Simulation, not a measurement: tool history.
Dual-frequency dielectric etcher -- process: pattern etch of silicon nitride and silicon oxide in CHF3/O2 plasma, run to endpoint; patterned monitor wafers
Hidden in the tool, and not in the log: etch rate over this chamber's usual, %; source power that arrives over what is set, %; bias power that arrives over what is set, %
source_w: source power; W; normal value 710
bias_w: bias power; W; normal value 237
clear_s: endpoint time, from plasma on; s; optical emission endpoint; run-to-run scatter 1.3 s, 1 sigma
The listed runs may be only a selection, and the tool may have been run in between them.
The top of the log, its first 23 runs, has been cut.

run	hour	source_w	bias_w	wafers since the last listed run	hours since the last wet clean	hours since the last source power generator calibration	hours since the last bias power generator calibration	hours since the last upper electrode change	incoming incoming film thickness, nm	clear_s
24	1068.1	870	194	311	477.7	154	313.7	58.1	262.8	136.3
25	1098.7	710	237	186	508.3	184.6	344.3	88.7	262.8	141
26	1170.6	710	237	438	580.2	256.5	416.2	160.6	266.3	142.2
# hour 1206.2: wet clean of the chamber
27	1239.5	710	191	273	33.3	325.4	485.1	229.5	263.5	160.4
28	1271.1	820	197	192	64.9	357	516.7	261.1	263.1	146
29	1322.1	710	237	310	115.9	408	567.7	312.1	263	146.9
30	1364.6	780	237	259	158.4	450.5	610.2	354.6	263.4	139.1
31	1423.1	600	237	356	216.9	509	668.7	413.1	260.9	159
32	1462.9	710	237	242	256.7	548.8	708.5	452.9	263.2	144.7
33	1487.8	710	263	151	281.6	573.7	733.4	477.8	260.4	138.9
34	1547.2	620	274	362	341	633.1	792.8	537.2	264.6	147.3
35	1612.3	810	292	396	406.1	698.2	857.9	602.3	262.4	124.2
36	1664.7	580	272	319	458.5	750.6	910.3	654.7	261.8	151.5

Branching from run 36: 3 alternative next runs. What would each branch give?
A	1665.2	760	237	3	459	751.1	910.8	655.2	262.9	?
B	1665.2	770	256	3	459	751.1	910.8	655.2	262.9	?
C	1665.2	890	280	3	459	751.1	910.8	655.2	262.9	?

run	clear_s
A	139.2
B	134.4
C	120.6
The same runs, with their run-to-run variation unchanged, on a tool lacking any hidden condition would have given:
run	clear_s
A	144.4
B	139.5
C	125.1

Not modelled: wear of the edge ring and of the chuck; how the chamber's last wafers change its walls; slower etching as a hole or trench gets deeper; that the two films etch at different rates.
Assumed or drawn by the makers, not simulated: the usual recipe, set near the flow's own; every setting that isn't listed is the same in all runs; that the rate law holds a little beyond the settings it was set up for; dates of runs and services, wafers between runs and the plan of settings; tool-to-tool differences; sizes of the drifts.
